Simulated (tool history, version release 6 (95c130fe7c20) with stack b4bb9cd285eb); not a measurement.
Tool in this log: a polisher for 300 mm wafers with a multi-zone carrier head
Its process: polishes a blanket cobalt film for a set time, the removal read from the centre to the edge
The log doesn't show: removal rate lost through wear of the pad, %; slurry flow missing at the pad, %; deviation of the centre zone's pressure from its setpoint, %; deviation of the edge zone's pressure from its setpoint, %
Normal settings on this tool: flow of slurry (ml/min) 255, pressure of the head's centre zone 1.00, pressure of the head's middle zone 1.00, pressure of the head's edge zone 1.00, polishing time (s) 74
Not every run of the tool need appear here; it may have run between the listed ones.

run   hour  flow of slurry (ml/min)  pressure of the head's centre zone  pressure of the head's middle zone  pressure of the head's edge zone  polishing time (s)  wafers since the last listed run  wafers polished on this pad  hours since the slurry nozzle was cleaned  hours since the centre zone pressure was calibrated  hours since the edge zone pressure was calibrated  hours since the carrier head's membrane was replaced  incoming thickness of the incoming film, nm  film removed at the wafer's centre (Å)  film removed at mid-radius (Å)  film removed at the wafer's edge (Å)
  1    0.0                      255                                1.00                                1.00                              1.00                  74                                 0                          437                                      366.3                                                838.7                                              992.9                                                1097.0                                       1124.5                                    2592                            2687                                  2503
  2   48.4                      255                                1.00                                1.00                              1.00                  74                               610                         1048                                      414.7                                                887.1                                             1041.3                                                1145.4                                       1124.6                                    2487                            2539                                  2415
      87.3  -- worn pad replaced by a new one
  3   96.8                      255                                0.93                                1.00                              1.00                  74                               560                          120                                      463.1                                                935.5                                             1089.7                                                1193.8                                       1124.1                                    2323                            2597                                  2517
  4  143.8                      255                                0.93                                1.00                              1.00                  74                               592                          713                                      510.1                                                982.5                                             1136.7                                                1240.8                                       1124.5                                    2253                            2549                                  2406
  5  181.8                      255                                1.00                                1.00                              1.00                  74                               479                         1192                                      548.1                                               1020.5                                             1174.7                                                1278.8                                       1127.5                                    2433                            2469                                  2327
  6  211.4                      255                                1.00                                1.00                              1.00                  74                               373                         1565                                      577.7                                               1050.1                                             1204.3                                                1308.4                                       1135.5                                    2358                            2410                                  2268
     224.8  -- worn pad replaced by a new one
  7  271.0                      255                                1.00                                1.00                              1.00                  74                               701                          582                                      637.3                                               1109.7                                             1263.9                                                1368.0                                       1118.8                                    2523                            2644                                  2473
     282.6  -- edge zone pressure recalibrated
  8  321.0                      255                                1.00                                1.00                              1.00                  74                               605                         1188                                      687.3                                               1159.7                                               38.4                                                1418.0                                       1110.5                                    2433                            2445                                  2401
     343.3  -- centre zone pressure recalibrated
  9  351.7                      255                                1.00                                1.00                              1.00                  95                               362                         1550                                      718.0                                                  8.4                                               69.1                                                1448.7                                       1123.5                                    3094                            3118                                  3019
     374.7  -- worn pad replaced by a new one
 10  402.3                      255                                1.00                                1.00                              1.00                  74                               587                          348                                      768.6                                                 59.0                                              119.7                                                1499.3                                       1136.2                                    2601                            2603                                  2490
     407.5  -- slurry nozzle cleaned
 11  470.1                      255                                1.00                                1.00                              1.06                  74                               842                         1191                                       62.6                                                126.8                                              187.5                                                1567.1                                       1105.6                                    2443                            2495                                  2429
     491.0  -- worn pad replaced by a new one
 12  494.2                      280                                1.00                                1.00                              1.09                  74                               253                           40                                       86.7                                                150.9                                              211.6                                                1591.2                                       1120.4                                    2659                            2688                                  2633
     503.9  -- carrier head's membrane replaced by a new one
 13  533.2                      200                                1.00                                1.00                              1.00                  74                               428                          468                                      125.7                                                189.9                                              250.6                                                  29.3                                       1133.7                                    2470                            2490                                  2420
 14  603.9                      280                                1.00                                1.00                              1.09                  74                               891                         1360                                      196.4                                                260.6                                              321.3                                                 100.0                                       1133.1                                    2414                            2530                                  2443
 15  631.3                      180                                0.89                                1.00                              1.00                  74                               345                         1706                                      223.8                                                288.0                                              348.7                                                 127.4                                       1100.4                                    1994                            2321                                  2194
     636.3  -- worn pad replaced by a new one
 16  684.4                      255                                1.00                                1.00                              1.00                  87                               619                          606                                      276.9                                                341.1                                              401.8                                                 180.5                                       1130.3                                    2996                            2978                                  2867

Each row is a separate what-if for the run after 16, all from the same tool condition, not one after another. Results?
  A  684.9                      255                                1.00                                1.00                              1.00                  74                                 6                          612                                      277.4                                                341.6                                              402.3                                                 181.0                                       1129.2                                       ?                               ?                                     ?
  B  684.9                      255                                0.92                                1.00                              0.95                  74                                 6                          612                                      277.4                                                341.6                                              402.3                                                 181.0                                       1129.2                                       ?                               ?                                     ?
  C  684.9                      315                                1.00                                1.00                              1.00                  74                                 6                          612                                      277.4                                                341.6                                              402.3                                                 181.0                                       1129.2                                       ?                               ?                                     ?
  D  684.9                      255                                1.07                                1.09                              1.00                  90                                 6                          612                                      277.4                                                341.6                                              402.3                                                 181.0                                       1129.2                                       ?                               ?                                     ?

run  film removed at the wafer's centre (Å)  film removed at mid-radius (Å)  film removed at the wafer's edge (Å)
  A                                    2499                            2541                                  2450
  B                                    2298                            2542                                  2402
  C                                    2554                            2591                                  2487
  D                                    3256                            3276                                  2977
With no hidden state in the tool, these same runs would have given:
run  film removed at the wafer's centre (Å)  film removed at mid-radius (Å)  film removed at the wafer's edge (Å)
  A                                    2633                            2677                                  2582
  B                                    2421                            2678                                  2531
  C                                    2691                            2730                                  2620
  D                                    3430                            3452                                  3137

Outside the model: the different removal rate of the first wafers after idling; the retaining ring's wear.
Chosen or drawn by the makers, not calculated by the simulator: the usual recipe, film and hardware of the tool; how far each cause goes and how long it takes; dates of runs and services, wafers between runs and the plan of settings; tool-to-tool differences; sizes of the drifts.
